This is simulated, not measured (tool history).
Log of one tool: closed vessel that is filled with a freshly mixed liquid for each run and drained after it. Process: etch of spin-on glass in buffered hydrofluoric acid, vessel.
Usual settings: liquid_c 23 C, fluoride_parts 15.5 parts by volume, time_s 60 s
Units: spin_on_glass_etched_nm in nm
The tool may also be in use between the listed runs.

run	hour	liquid_c	fluoride_parts	time_s	read-back film thickness of the spin-on glass reference wafer, read on the same gauge (nm)	spin_on_glass_etched_nm
1	0	23	15.5	40	90	48.94
2	47.9	23	15.5	40	90.03	49.05
3	107.8	20.5	15.5	60	90	64.32
4	146.1	20.5	15.5	60	89.99	64.71
5	174	20.5	15.5	60	89.99	64.44
6	226.8	19	15.5	60	89.99	59.6
# hour 228.6: gauge calibrated
7	277.8	23	15.5	75	90	92.79
8	337.4	23	15.5	75	90.03	93.07
9	367.9	27	15.5	60	90	92.55
10	396.6	27	15.5	60	89.99	93.43
11	448.9	23	15.5	60	90.02	74.18
12	491.7	23	15.5	60	89.98	74.69
# hour 509.6: hydrofluoric acid flow meter replaced
13	517.1	20	18.5	60	90.03	53.54
14	562.1	26	15.5	50	89.99	73.03
15	605.1	23	18.5	60	89.98	62.97
16	654.4	23	15.5	75	90	94.28
17	788.9	23	15.5	60	90	75.43
18	850.2	28	15.5	75	89.99	123.14
19	877.1	28	15.5	60	89.98	98.88
# hour 919.7: gauge calibrated
# hour 922.8: thermometer replaced
20	964.2	25	13	60	90.01	94.72
21	1008.7	24.5	10	80	89.99	157.15
22	1157.9	23	15.5	70	90	83.84
23	1184.1	23	15.5	75	90.01	89.17

Forecast each of these 5 alternatives for the next run:
A	1184.8	23	19.5	60	?	?
B	1184.8	23	18	45	?	?
C	1184.8	21.5	9.5	95	?	?
D	1184.8	27.5	21	80	?	?
E	1184.8	26	15.5	85	?	?

run	read-back film thickness of the spin-on glass reference wafer, read on the same gauge (nm)	spin_on_glass_etched_nm
A	90.01	57.06
B	90.01	46.31
C	90.01	165.38
D	90.01	91.59
E	90.01	119.3
Without the tool's hidden state the same runs would have given:
run	spin_on_glass_etched_nm
A	56.21
B	45.63
C	162.93
D	90.28
E	117.58

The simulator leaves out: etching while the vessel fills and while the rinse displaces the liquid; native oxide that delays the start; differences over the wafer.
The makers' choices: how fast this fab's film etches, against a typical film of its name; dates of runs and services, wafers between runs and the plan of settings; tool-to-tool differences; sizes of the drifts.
